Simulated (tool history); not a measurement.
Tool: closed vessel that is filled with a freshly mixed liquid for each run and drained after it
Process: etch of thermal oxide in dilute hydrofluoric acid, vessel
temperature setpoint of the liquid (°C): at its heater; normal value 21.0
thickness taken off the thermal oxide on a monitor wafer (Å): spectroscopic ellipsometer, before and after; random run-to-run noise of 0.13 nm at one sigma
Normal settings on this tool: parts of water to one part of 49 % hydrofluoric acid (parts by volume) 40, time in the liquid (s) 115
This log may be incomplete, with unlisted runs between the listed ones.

| run | hour | temperature setpoint of the liquid (°C) | parts of water to one part of 49 % hydrofluoric acid (parts by volume) | time in the liquid (s) | read-back film thickness of the thermal oxide reference wafer, read on the same gauge (nm) | thickness taken off the thermal oxide on a monitor wafer (Å) |
|---|---|---|---|---|---|---|
| 1 | 0.0 | 23.0 | 40 | 115 | 100.05 | 172.6 |
| 2 | 40.1 | 19.5 | 35 | 115 | 99.98 | 170.0 |
| 3 | 91.5 | 19.5 | 35 | 115 | 100.02 | 171.1 |
| 4 | 145.1 | 19.5 | 35 | 115 | 100.02 | 171.5 |
| 5 | 195.4 | 21.0 | 55 | 115 | 100.02 | 114.4 |
| 6 | 267.0 | 21.0 | 55 | 115 | 99.96 | 114.0 |
|  | 286.5 | hydrofluoric acid flow meter replaced |
| 7 | 337.2 | 21.0 | 40 | 115 | 99.97 | 140.5 |
| 8 | 404.2 | 21.0 | 40 | 115 | 100.04 | 140.4 |
| 9 | 458.6 | 21.0 | 40 | 115 | 100.00 | 141.4 |
| 10 | 487.7 | 21.0 | 40 | 115 | 99.98 | 143.8 |
|  | 532.4 | thermometer replaced |
| 11 | 547.7 | 21.0 | 40 | 115 | 99.96 | 142.4 |
|  | 586.7 | gauge calibrated |
| 12 | 587.8 | 23.0 | 40 | 185 | 99.97 | 251.7 |
| 13 | 636.7 | 26.0 | 55 | 170 | 100.02 | 188.0 |
| 14 | 665.0 | 23.0 | 40 | 90 | 99.95 | 123.2 |
| 15 | 734.9 | 23.0 | 55 | 115 | 100.02 | 112.4 |
| 16 | 782.7 | 18.5 | 25 | 160 | 99.99 | 289.5 |
| 17 | 848.7 | 26.0 | 55 | 170 | 100.02 | 187.1 |
| 18 | 891.8 | 19.0 | 55 | 85 | 100.00 | 71.2 |
| 19 | 946.4 | 19.5 | 25 | 115 | 99.99 | 226.3 |
| 20 | 988.6 | 21.0 | 40 | 80 | 100.03 | 103.1 |
| 21 | 1033.7 | 24.0 | 25 | 95 | 99.99 | 224.9 |
| 22 | 1102.6 | 21.0 | 40 | 115 | 99.98 | 148.4 |
| 23 | 1157.8 | 21.0 | 30 | 165 | 100.01 | 289.3 |
| 24 | 1190.1 | 24.5 | 25 | 70 | 99.97 | 167.5 |
| 25 | 1247.0 | 25.0 | 30 | 115 | 100.00 | 234.9 |
| 26 | 1281.0 | 17.0 | 50 | 175 | 99.98 | 149.1 |
| 27 | 1331.7 | 24.5 | 25 | 70 | 99.99 | 172.2 |
| 28 | 1375.7 | 25.5 | 25 | 95 | 100.00 | 241.9 |
| 29 | 1423.5 | 21.0 | 55 | 140 | 100.03 | 132.2 |
| 30 | 1492.6 | 21.0 | 25 | 170 | 100.02 | 362.7 |
| 31 | 1536.6 | 18.0 | 55 | 85 | 100.03 | 69.9 |
| 32 | 1584.0 | 18.0 | 55 | 85 | 100.00 | 70.3 |
| 33 | 1642.1 | 17.0 | 25 | 115 | 100.00 | 206.2 |

Below are 5 alternative next runs, each starting from the tool's condition after run 33. Predict each:
| A | 1642.8 | 21.0 | 40 | 115 | ? | ? |
| B | 1642.8 | 18.0 | 50 | 115 | ? | ? |
| C | 1642.8 | 21.0 | 20 | 180 | ? | ? |
| D | 1642.8 | 23.0 | 45 | 115 | ? | ? |
| E | 1642.8 | 22.5 | 50 | 150 | ? | ? |

| run | read-back film thickness of the thermal oxide reference wafer, read on the same gauge (nm) | thickness taken off the thermal oxide on a monitor wafer (Å) |
|---|---|---|
| A | 100.02 | 153.2 |
| B | 100.02 | 106.6 |
| C | 100.02 | 490.6 |
| D | 100.02 | 147.3 |
| E | 100.02 | 168.3 |
With no hidden state in the tool, these same runs would have given:
| run | thickness taken off the thermal oxide on a monitor wafer (Å) |
|---|---|
| A | 141.1 |
| B | 98.1 |
| C | 452.7 |
| D | 135.5 |
| E | 154.8 |
